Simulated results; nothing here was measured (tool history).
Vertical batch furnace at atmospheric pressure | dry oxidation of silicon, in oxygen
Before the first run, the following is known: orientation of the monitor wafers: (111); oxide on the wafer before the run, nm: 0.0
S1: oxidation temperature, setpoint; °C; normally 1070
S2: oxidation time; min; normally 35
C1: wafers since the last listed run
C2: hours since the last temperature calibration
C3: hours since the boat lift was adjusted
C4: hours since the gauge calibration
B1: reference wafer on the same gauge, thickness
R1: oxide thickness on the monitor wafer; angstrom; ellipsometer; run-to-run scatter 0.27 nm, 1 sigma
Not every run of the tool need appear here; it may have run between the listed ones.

run    hour    S1    S2    C1      C2      C3      C4     B1     R1
  1       0  1070    35     0  3125.6  2597.4  2151.5  91.41  782.3
  2    93.6  1070    35  1362  3219.2    2691  2245.1  91.45    780
  3   130.5  1063  39.5   537  3256.1  2727.9    2282  91.27  803.7
  4   181.4  1063  39.5   741    3307  2778.8  2332.9  91.31  806.3
  5   264.1  1063  39.5  1204  3389.7  2861.5  2415.6   91.3  802.4
  6   347.2  1070    35  1209  3472.8  2944.6  2498.7  91.39    772
  7   453.5  1088    42  1547  3579.1  3050.9    2605  91.27  985.8
  8   558.3  1070  27.5  1525  3683.9  3155.7  2709.8  91.22  664.7
  9   647.8  1070  27.5  1303  3773.4  3245.2  2799.3  91.28  664.3
 10   730.4  1070    35  1202    3856  3327.8  2881.9  91.36  774.7
 11   778.1  1070    35   694  3903.7  3375.5  2929.6   91.3  774.1
 12   883.9  1070  44.5  1540  4009.5  3481.3  3035.4   91.3  901.1
 13   957.9  1070  44.5  1077  4083.5  3555.3  3109.4  91.26  904.9
     1114.5  -- thermocouples replaced and temperature profile calibrated
 14  1204.9  1070  44.5  3246    90.4  3802.3  3356.4   91.3  896.9
 15    1265  1070    35   875   150.5  3862.4  3416.5  91.18  771.3
 16  1319.8  1070    35   797   205.3  3917.2  3471.3  91.23  773.5
 17  1420.7  1070    35  1469   306.2  4018.1  3572.2  91.37  772.3
 18  1481.6  1070    35   886   367.1    4079  3633.1  91.37  765.5
 19  1550.5  1070    35  1003     436  4147.9    3702  91.26  769.1
     1587.2  -- gauge calibrated
 20  1728.6  1091    30  2592   614.1    4326   141.4  91.23  804.1
 21  1787.8  1048    40   861   673.3  4385.2   200.6  91.43  736.4
 22  1843.7  1059    35   813   729.2  4441.1   256.5  91.31    719
 23  1931.2  1070    35  1273   816.7  4528.6     344  91.25  767.2
 24  2006.5  1070    35  1096     892  4603.9   419.3  91.29  768.4
 25  2092.1  1070    35  1246   977.6  4689.5   504.9   91.3  766.2
 26  2183.6  1093  27.5  1332  1069.1    4781   596.4  91.36  767.9
     2289.9  -- boat lift adjusted
 27  2290.4  1083    20  1205  1175.9     0.5   703.2  91.18  602.1
 28  2379.8  1070    35  1301  1265.3    89.9   792.6  91.26  787.7
 29  2485.2  1058  51.5  1534  1370.7   195.3     898  91.21  926.6
 30  2532.2  1070    35   684  1417.7   242.3     945  91.29  783.8
 31  2576.9  1070    35   650  1462.4     287   989.7  91.25    788
 32  2639.6  1081  47.5   912  1525.1   349.7  1052.4   91.3   1026
 33  2718.7  1060  42.5  1151  1604.2   428.8  1131.5  91.24  834.4
 34  2799.8  1049  40.5  1180  1685.3   509.9  1212.6  91.14  754.4
 35  2863.9  1052    21   933  1749.4     574  1276.7  91.28  508.2
 36  2943.2  1092  27.5  1154  1828.7   653.3    1356  91.28  793.4
 37  3012.3  1070    35  1006  1897.8   722.4  1425.1  91.29  782.4
 38  3087.7  1049    51  1097  1973.2   797.8  1500.5  91.32  880.1

Alternative continuations, all from the tool just after run 38; predict every row:
  A  3092.5  1083    35  69  1978  802.6  1505.3   ?   ?
  B  3092.5  1087    22  69  1978  802.6  1505.3   ?   ?
  C  3092.5  1092  40.5  69  1978  802.6  1505.3   ?   ?
  D  3092.5  1090    27  69  1978  802.6  1505.3   ?   ?
  E  3092.5  1093    42  69  1978  802.6  1505.3   ?   ?

run     B1      R1
  A  91.39   856.3
  B  91.39   658.8
  C  91.39  1000.2
  D  91.39   766.1
  E  91.39    1030
With no hidden state in the tool, these same runs would have given:
run      R1
  A   859.5
  B   661.4
  C  1003.9
  D   769.1
  E  1033.7
